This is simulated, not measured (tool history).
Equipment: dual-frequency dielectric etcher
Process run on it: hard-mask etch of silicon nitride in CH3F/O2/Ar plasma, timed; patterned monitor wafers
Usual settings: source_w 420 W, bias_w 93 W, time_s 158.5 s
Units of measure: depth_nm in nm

run   hour  source_w  bias_w  time_s  wafers since the last listed run  hours since the last wet clean  hours since the last source power generator calibration  hours since the last bias power generator calibration  hours since the last upper electrode change  hours since the gauge calibration  read-back reference wafer on the same gauge, depth_nm  depth_nm
  1    0.0       420     101   158.5                                 0                           144.5                                                   1919.0                                                 1450.9                                       3699.3                               90.6                                                  133.0     126.1
  2    8.3       420     101   158.5                                49                           152.8                                                   1927.3                                                 1459.2                                       3707.6                               98.9                                                  132.9     125.9
  3   26.1       420      93   158.5                               107                           170.6                                                   1945.1                                                 1477.0                                       3725.4                              116.7                                                  133.1     121.1
  4   43.4       420      93   158.5                               104                           187.9                                                   1962.4                                                 1494.3                                       3742.7                              134.0                                                  133.0     120.7
  5   52.5       360      93   158.5                                54                           197.0                                                   1971.5                                                 1503.4                                       3751.8                              143.1                                                  133.0     114.2
  6   64.3       420      93   158.5                                71                           208.8                                                   1983.3                                                 1515.2                                       3763.6                              154.9                                                  133.0     120.4
  7   75.2       420      93   158.5                                65                           219.7                                                   1994.2                                                 1526.1                                       3774.5                              165.8                                                  133.1     120.8
  8   88.2       420     109   158.5                                78                           232.7                                                   2007.2                                                 1539.1                                       3787.5                              178.8                                                  133.0     130.0
  9   97.3       420      93   158.5                                54                           241.8                                                   2016.3                                                 1548.2                                       3796.6                              187.9                                                  133.0     120.7
     107.4  -- bias power generator calibrated
 10  110.8       420      93   158.5                                57                           255.3                                                   2029.8                                                    3.4                                       3810.1                              201.4                                                  133.0     120.2
     143.1  -- gauge calibrated
     149.3  -- upper electrode replaced
 11  149.8       420      93   194.0                                90                           294.3                                                   2068.8                                                   42.4                                          0.5                                6.7                                                  133.1     146.6
 12  150.2       420      93   194.0                                 2                           294.7                                                   2069.2                                                   42.8                                          0.9                                7.1                                                  133.0     146.7
 13  151.2       420      93   194.0                                 6                           295.7                                                   2070.2                                                   43.8                                          1.9                                8.1                                                  133.0     146.8
 14  158.5       420     113   139.0                                43                           303.0                                                   2077.5                                                   51.1                                          9.2                               15.4                                                  133.1     115.4
 15  165.0       450     101   158.5                                39                           309.5                                                   2084.0                                                   57.6                                         15.7                               21.9                                                  133.0     128.0
 16  172.7       420      93   121.5                                46                           317.2                                                   2091.7                                                   65.3                                         23.4                               29.6                                                  133.0      91.9
 17  186.7       420      93   172.0                                84                           331.2                                                   2105.7                                                   79.3                                         37.4                               43.6                                                  132.9     129.6
 18  194.2       330      78   182.5                                45                           338.7                                                   2113.2                                                   86.8                                         44.9                               51.1                                                  133.0     115.7
     199.9  -- source power generator calibrated
     224.4  -- wet clean of the chamber
 19  224.9       510     109   120.5                                16                             0.5                                                     25.0                                                  117.5                                         75.6                               81.8                                                  133.1     107.7
 20  225.2       420      93   158.5                                 1                             0.8                                                     25.3                                                  117.8                                         75.9                               82.1                                                  133.0     122.0
 21  225.6       380     101   123.0                                 2                             1.2                                                     25.7                                                  118.2                                         76.3                               82.5                                                  133.0      95.4
 22  235.3       420      93   158.5                                58                            10.9                                                     35.4                                                  127.9                                         86.0                               92.2                                                  133.0     122.4
 23  246.7       420      79   198.0                                68                            22.3                                                     46.8                                                  139.3                                         97.4                              103.6                                                  133.0     141.4
 24  253.5       420      79   158.5                                40                            29.1                                                     53.6                                                  146.1                                        104.2                              110.4                                                  133.0     112.6
 25  267.2       420      93   203.5                                82                            42.8                                                     67.3                                                  159.8                                        117.9                              124.1                                                  133.0     156.8
 26  276.0       420      93   202.5                                53                            51.6                                                     76.1                                                  168.6                                        126.7                              132.9                                                  133.0     155.5
 27  284.8       420     101   158.5                                53                            60.4                                                     84.9                                                  177.4                                        135.5                              141.7                                                  133.0     126.8

Each row is a separate what-if for the run after 27, all from the same tool condition, not one after another. Results?
  A  285.3       350      93   158.5                                 3                            60.9                                                     85.4                                                  177.9                                        136.0                              142.2                                                      ?         ?
  B  285.3       460      74   158.5                                 3                            60.9                                                     85.4                                                  177.9                                        136.0                              142.2                                                      ?         ?
  C  285.3       390     100   141.5                                 3                            60.9                                                     85.4                                                  177.9                                        136.0                              142.2                                                      ?         ?
  D  285.3       330     100   158.5                                 3                            60.9                                                     85.4                                                  177.9                                        136.0                              142.2                                                      ?         ?
  E  285.3       500      71   158.5                                 3                            60.9                                                     85.4                                                  177.9                                        136.0                              142.2                                                      ?         ?

run  read-back reference wafer on the same gauge, depth_nm  depth_nm
  A                                                  133.0     113.8
  B                                                  133.0     112.4
  C                                                  133.0     109.4
  D                                                  133.0     115.5
  E                                                  133.0     113.6
With the hidden condition removed and each run's random variation left untouched, the same runs would have given:
run  depth_nm
  A     114.1
  B     112.7
  C     109.6
  D     115.7
  E     113.9
